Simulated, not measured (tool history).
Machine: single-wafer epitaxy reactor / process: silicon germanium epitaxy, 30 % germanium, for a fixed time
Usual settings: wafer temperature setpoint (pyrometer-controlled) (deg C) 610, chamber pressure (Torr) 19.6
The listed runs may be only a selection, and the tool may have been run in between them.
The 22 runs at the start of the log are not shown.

| run | day | wafer temperature setpoint (pyrometer-controlled) (deg C) | chamber pressure (Torr) | wafers since the last listed run | hours since the last pyrometer calibration | hours since the last manometer calibration | hours since the showerhead was replaced | hours since the gauge calibration | read-back reference wafer on the same gauge, thickness_nm | mean film thickness on the monitor wafer (Å) |
|---|---|---|---|---|---|---|---|---|---|---|
| 23 | 27.225 | 610 | 19.6 | 236 | 349.0 | 3234.9 | 504.0 | 440.4 | 73.989 | 725.79 |
| 24 | 29.117 | 601 | 15.2 | 674 | 394.4 | 3280.3 | 549.4 | 485.8 | 73.986 | 505.94 |
|  | 29.796 | capacitance manometer re-zeroed and calibrated |
| 25 | 30.388 | 625 | 23.9 | 334 | 424.9 | 14.2 | 579.9 | 516.3 | 74.024 | 1051.29 |
| 26 | 31.200 | 610 | 19.6 | 289 | 444.4 | 33.7 | 599.4 | 535.8 | 73.970 | 686.19 |
| 27 | 31.808 | 598 | 23.0 | 216 | 459.0 | 48.3 | 614.0 | 550.4 | 74.004 | 589.49 |
| 28 | 32.550 | 610 | 21.5 | 264 | 476.8 | 66.1 | 631.8 | 568.2 | 74.063 | 720.01 |
| 29 | 33.296 | 596 | 16.9 | 265 | 494.7 | 84.0 | 649.7 | 586.1 | 74.015 | 460.56 |
| 30 | 34.458 | 623 | 23.6 | 414 | 522.6 | 111.9 | 677.6 | 614.0 | 73.934 | 990.73 |
| 31 | 35.725 | 604 | 21.7 | 451 | 553.0 | 142.3 | 708.0 | 644.4 | 73.976 | 642.59 |
| 32 | 37.096 | 597 | 22.8 | 488 | 585.9 | 175.2 | 740.9 | 677.3 | 73.956 | 575.23 |
| 33 | 38.567 | 610 | 19.6 | 524 | 621.2 | 210.5 | 776.2 | 712.6 | 73.969 | 685.63 |
| 34 | 41.179 | 604 | 21.2 | 931 | 683.9 | 273.2 | 838.9 | 775.3 | 74.006 | 637.55 |

Forecast each of these 5 alternatives for the next run:
| A | 41.196 | 597 | 19.6 | 5 | 684.3 | 273.6 | 839.3 | 775.7 | ? | ? |
| B | 41.196 | 619 | 17.4 | 5 | 684.3 | 273.6 | 839.3 | 775.7 | ? | ? |
| C | 41.196 | 615 | 17.5 | 5 | 684.3 | 273.6 | 839.3 | 775.7 | ? | ? |
| D | 41.196 | 619 | 22.8 | 5 | 684.3 | 273.6 | 839.3 | 775.7 | ? | ? |
| E | 41.196 | 600 | 19.6 | 5 | 684.3 | 273.6 | 839.3 | 775.7 | ? | ? |

| run | read-back reference wafer on the same gauge, thickness_nm | mean film thickness on the monitor wafer (Å) |
|---|---|---|
| A | 74.001 | 521.87 |
| B | 74.001 | 753.29 |
| C | 74.001 | 698.31 |
| D | 74.001 | 901.63 |
| E | 74.001 | 555.76 |
Had the tool no hidden state, the same runs would have come out as:
| run | mean film thickness on the monitor wafer (Å) |
|---|---|
| A | 529.28 |
| B | 763.99 |
| C | 708.23 |
| D | 914.44 |
| E | 563.65 |
